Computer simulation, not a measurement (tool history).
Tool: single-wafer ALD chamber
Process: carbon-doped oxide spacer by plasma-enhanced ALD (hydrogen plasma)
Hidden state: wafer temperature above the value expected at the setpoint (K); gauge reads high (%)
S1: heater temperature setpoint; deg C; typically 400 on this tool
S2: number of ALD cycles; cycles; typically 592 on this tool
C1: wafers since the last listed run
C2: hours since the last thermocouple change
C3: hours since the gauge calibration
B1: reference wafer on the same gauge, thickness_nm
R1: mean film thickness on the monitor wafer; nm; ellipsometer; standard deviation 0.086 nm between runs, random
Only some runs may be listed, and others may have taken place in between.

Run 1, hour 0.0: usual settings; C1 0; C2 1776.4; C3 211.0; B1 28.932. Result: R1 34.232 nm.
Run 2, hour 6.0: usual settings; C1 5; C2 1782.4; C3 217.0; B1 28.934. Result: R1 34.121 nm.
Run 3, hour 13.8: usual settings; C1 6; C2 1790.2; C3 224.8; B1 28.921. Result: R1 34.330 nm.
Run 4, hour 26.6: usual settings; C1 10; C2 1803.0; C3 237.6; B1 28.911. Result: R1 34.132 nm.
Run 5, hour 43.1: usual settings; C1 14; C2 1819.5; C3 254.1; B1 28.886. Result: R1 34.206 nm.
Run 6, hour 74.5: usual settings; C1 26; C2 1850.9; C3 285.5; B1 28.859. Result: R1 34.093 nm.
Run 7, hour 90.7: usual settings but S2 662 cycles; C1 13; C2 1867.1; C3 301.7; B1 28.844. Result: R1 38.064 nm.
Run 8, hour 101.9: usual settings; C1 9; C2 1878.3; C3 312.9; B1 28.822. Result: R1 33.947 nm.
Run 9, hour 113.2: usual settings; C1 9; C2 1889.6; C3 324.2; B1 28.815. Result: R1 34.005 nm.
Run 10, hour 126.9: usual settings; C1 11; C2 1903.3; C3 337.9; B1 28.800. Result: R1 33.946 nm.
Run 11, hour 136.7: usual settings; C1 8; C2 1913.1; C3 347.7; B1 28.799. Result: R1 34.139 nm.
Run 12, hour 144.8: usual settings; C1 6; C2 1921.2; C3 355.8; B1 28.770. Result: R1 33.951 nm.
Run 13, hour 162.3: usual settings but S1 390 deg C, S2 622 cycles; C1 14; C2 1938.7; C3 373.3; B1 28.750. Result: R1 35.636 nm.
Run 14, hour 177.9: usual settings but S2 528 cycles; C1 13; C2 1954.3; C3 388.9; B1 28.740. Result: R1 30.213 nm.
Run 15, hour 190.2: usual settings; C1 10; C2 1966.6; C3 401.2; B1 28.730. Result: R1 33.999 nm.
Run 16, hour 201.8: usual settings; C1 9; C2 1978.2; C3 412.8; B1 28.688. Result: R1 33.871 nm.
Run 17, hour 209.5: usual settings; C1 6; C2 1985.9; C3 420.5; B1 28.672. Result: R1 33.800 nm.
Run 18, hour 221.5: usual settings; C1 10; C2 1997.9; C3 432.5; B1 28.661. Result: R1 33.866 nm.
Run 19, hour 228.5: usual settings; C1 5; C2 2004.9; C3 439.5; B1 28.659. Result: R1 33.737 nm.
Run 20, hour 241.5: usual settings but S2 483 cycles; C1 11; C2 2017.9; C3 452.5; B1 28.622. Result: R1 27.545 nm.
Run 21, hour 251.7: usual settings but S2 483 cycles; C1 8; C2 2028.1; C3 462.7; B1 28.631. Result: R1 27.538 nm.
Run 22, hour 262.8: usual settings but S1 410 deg C, S2 558 cycles; C1 9; C2 2039.2; C3 473.8; B1 28.598. Result: R1 30.825 nm.
Run 23, hour 274.5: usual settings but S1 385 deg C, S2 477 cycles; C1 9; C2 2050.9; C3 485.5; B1 28.560. Result: R1 27.281 nm.
At hour 285.7: gauge calibrated.
Run 24, hour 289.3: usual settings but S1 386 deg C, S2 533 cycles; C1 12; C2 2065.7; C3 3.6; B1 29.034. Result: R1 30.771 nm.
Run 25, hour 303.5: usual settings; C1 12; C2 2079.9; C3 17.8; B1 29.040. Result: R1 34.233 nm.
At hour 318.6: thermocouple changed; heater temperature recalibrated.
Run 26, hour 319.1: usual settings; C1 6; C2 0.5; C3 33.4; B1 29.032. Result: R1 34.267 nm.
Run 27, hour 328.4: usual settings; C1 7; C2 9.8; C3 42.7; B1 29.046. Result: R1 34.382 nm.
Run 28, hour 339.1: usual settings but S2 559 cycles; C1 9; C2 20.5; C3 53.4; B1 29.026. Result: R1 32.409 nm.
Run 29, hour 356.2: usual settings but S1 413 deg C, S2 676 cycles; C1 14; C2 37.6; C3 70.5; B1 29.022. Result: R1 37.791 nm.
Run 30, hour 406.7: usual settings but S1 394 deg C, S2 494 cycles; C1 42; C2 88.1; C3 121.0; B1 28.997. Result: R1 28.515 nm.
Run 31, hour 421.6: usual settings; C1 12; C2 103.0; C3 135.9; B1 29.016. Result: R1 34.293 nm.
Run 32, hour 428.8: usual settings but S1 392 deg C; C1 6; C2 110.2; C3 143.1; B1 28.981. Result: R1 34.156 nm.
Run 33, hour 482.6: usual settings but S1 387 deg C, S2 497 cycles; C1 45; C2 164.0; C3 196.9; B1 28.964. Result: R1 28.613 nm.
Run 34, hour 489.0: usual settings but S1 414 deg C, S2 528 cycles; C1 5; C2 170.4; C3 203.3; B1 28.955. Result: R1 29.350 nm.
Run 35, hour 506.3: usual settings but S1 393 deg C, S2 702 cycles; C1 14; C2 187.7; C3 220.6; B1 28.950. Result: R1 40.510 nm.
Run 36, hour 522.5: usual settings; C1 13; C2 203.9; C3 236.8; B1 28.920. Result: R1 33.999 nm.
Run 37, hour 528.7: usual settings but S1 386 deg C, S2 533 cycles; C1 5; C2 210.1; C3 243.0; B1 28.933. Result: R1 30.837 nm.

What differs in the tool's unlogged condition from the final listed run ahead of each entry between runs to the first listed run following it?
In the gap between runs 23 and 24: gauge calibrated (hour 285.7)
  gauge reads high (%): -1.47 -> 0.129
  difference, measured minus the result without the unlogged condition, R1: -0.408 -> +0.039 nm
In the gap between runs 25 and 26: thermocouple changed; heater temperature recalibrated (hour 318.6)
  gauge reads high (%): 0.127 -> 0.121
  difference, measured minus the result without the unlogged condition, R1: +0.043 -> +0.041 nm
